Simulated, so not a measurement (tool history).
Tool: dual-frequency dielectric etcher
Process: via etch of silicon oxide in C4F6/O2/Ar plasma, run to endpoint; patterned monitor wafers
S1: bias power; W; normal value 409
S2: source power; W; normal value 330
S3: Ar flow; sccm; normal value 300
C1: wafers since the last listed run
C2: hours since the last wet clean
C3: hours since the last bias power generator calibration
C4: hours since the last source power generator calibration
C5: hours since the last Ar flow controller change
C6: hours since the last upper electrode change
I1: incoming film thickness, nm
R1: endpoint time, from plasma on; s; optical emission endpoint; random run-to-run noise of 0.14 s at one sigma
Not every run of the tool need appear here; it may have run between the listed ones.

| run | day | S1 | S2 | S3 | C1 | C2 | C3 | C4 | C5 | C6 | I1 | R1 |
|---|---|---|---|---|---|---|---|---|---|---|---|---|
| 1 | 0 | 409 | 360 | 300 | 0 | 331.3 | 2712.9 | 4236.9 | 5475.2 | 4762.9 | 86.6 | 19.9 |
| 2 | 0.512 | 409 | 360 | 300 | 100 | 343.6 | 2725.2 | 4249.2 | 5487.5 | 4775.2 | 86.8 | 20.3 |
| 3 | 2.258 | 409 | 330 | 320 | 341 | 385.5 | 2767.1 | 4291.1 | 5529.4 | 4817.1 | 86.4 | 20.3 |
| 4 | 2.921 | 409 | 330 | 300 | 129 | 401.4 | 2783 | 4307 | 5545.3 | 4833 | 86.8 | 20.4 |
| 5 | 3.25 | 409 | 330 | 300 | 64 | 409.3 | 2790.9 | 4314.9 | 5553.2 | 4840.9 | 87.1 | 20.4 |
| 6 | 3.8 | 409 | 330 | 300 | 107 | 422.5 | 2804.1 | 4328.1 | 5566.4 | 4854.1 | 86.5 | 20.3 |
|  | 5.154 | upper electrode replaced |
| 7 | 5.175 | 409 | 330 | 300 | 73 | 455.5 | 2837.1 | 4361.1 | 5599.4 | 0.5 | 86.7 | 20.2 |
| 8 | 5.188 | 409 | 330 | 300 | 2 | 455.8 | 2837.4 | 4361.4 | 5599.7 | 0.8 | 86.9 | 20 |
| 9 | 5.321 | 409 | 330 | 300 | 26 | 459 | 2840.6 | 4364.6 | 5602.9 | 4 | 86.9 | 20.3 |
| 10 | 5.858 | 409 | 330 | 300 | 105 | 471.9 | 2853.5 | 4377.5 | 5615.8 | 16.9 | 86.7 | 19.9 |
|  | 6.896 | wet clean of the chamber |
| 11 | 6.917 | 409 | 330 | 300 | 11 | 0.5 | 2878.9 | 4402.9 | 5641.2 | 42.3 | 87 | 21.2 |
| 12 | 6.929 | 409 | 350 | 300 | 2 | 0.8 | 2879.2 | 4403.2 | 5641.5 | 42.6 | 87.3 | 21 |
| 13 | 7.021 | 409 | 330 | 300 | 17 | 3 | 2881.4 | 4405.4 | 5643.7 | 44.8 | 86.6 | 20.9 |
|  | 7.471 | Ar flow controller replaced |
| 14 | 7.492 | 409 | 330 | 345 | 43 | 14.3 | 2892.7 | 4416.7 | 0.5 | 56.1 | 87.2 | 21.6 |
| 15 | 8.142 | 409 | 330 | 300 | 127 | 29.9 | 2908.3 | 4432.3 | 16.1 | 71.7 | 86.6 | 20.8 |
| 16 | 8.404 | 409 | 330 | 300 | 51 | 36.2 | 2914.6 | 4438.6 | 22.4 | 78 | 87.1 | 21 |
|  | 8.575 | bias power generator calibrated |
| 17 | 8.717 | 409 | 330 | 265 | 28 | 43.7 | 3.4 | 4446.1 | 29.9 | 85.5 | 86.9 | 20.5 |
| 18 | 10.446 | 488 | 250 | 300 | 338 | 85.2 | 44.9 | 4487.6 | 71.4 | 127 | 86.6 | 21 |
|  | 11.133 | source power generator calibrated |
| 19 | 11.196 | 409 | 330 | 345 | 114 | 103.2 | 62.9 | 1.5 | 89.4 | 145 | 86.6 | 21.2 |
| 20 | 11.783 | 409 | 290 | 300 | 114 | 117.3 | 77 | 15.6 | 103.5 | 159.1 | 85.4 | 20.9 |
| 21 | 12.475 | 409 | 270 | 300 | 135 | 133.9 | 93.6 | 32.2 | 120.1 | 175.7 | 86.9 | 21.6 |
| 22 | 13.133 | 409 | 330 | 256 | 128 | 149.7 | 109.4 | 48 | 135.9 | 191.5 | 86.8 | 20.4 |
| 23 | 13.7 | 327 | 330 | 354 | 110 | 163.3 | 123 | 61.6 | 149.5 | 205.1 | 86.1 | 22.1 |
| 24 | 13.971 | 329 | 330 | 300 | 52 | 169.8 | 129.5 | 68.1 | 156 | 211.6 | 86.3 | 21.7 |

Each run again, without the hidden state but with its own random variation kept:
The hidden state here: etch rate over this chamber's usual, %; bias power that arrives over what is set, %; source power that arrives over what is set, %; Ar flow that arrives over what is set, %.
| run | R1 |
|---|---|
| 1 | 20.5 |
| 2 | 20.9 |
| 3 | 21 |
| 4 | 21.2 |
| 5 | 21.2 |
| 6 | 21.2 |
| 7 | 21.1 |
| 8 | 20.9 |
| 9 | 21.2 |
| 10 | 20.8 |
| 11 | 21.3 |
| 12 | 21.1 |
| 13 | 21 |
| 14 | 21.8 |
| 15 | 20.9 |
| 16 | 21.2 |
| 17 | 20.7 |
| 18 | 21.3 |
| 19 | 21.6 |
| 20 | 21.3 |
| 21 | 22 |
| 22 | 20.8 |
| 23 | 22.6 |
| 24 | 22.2 |
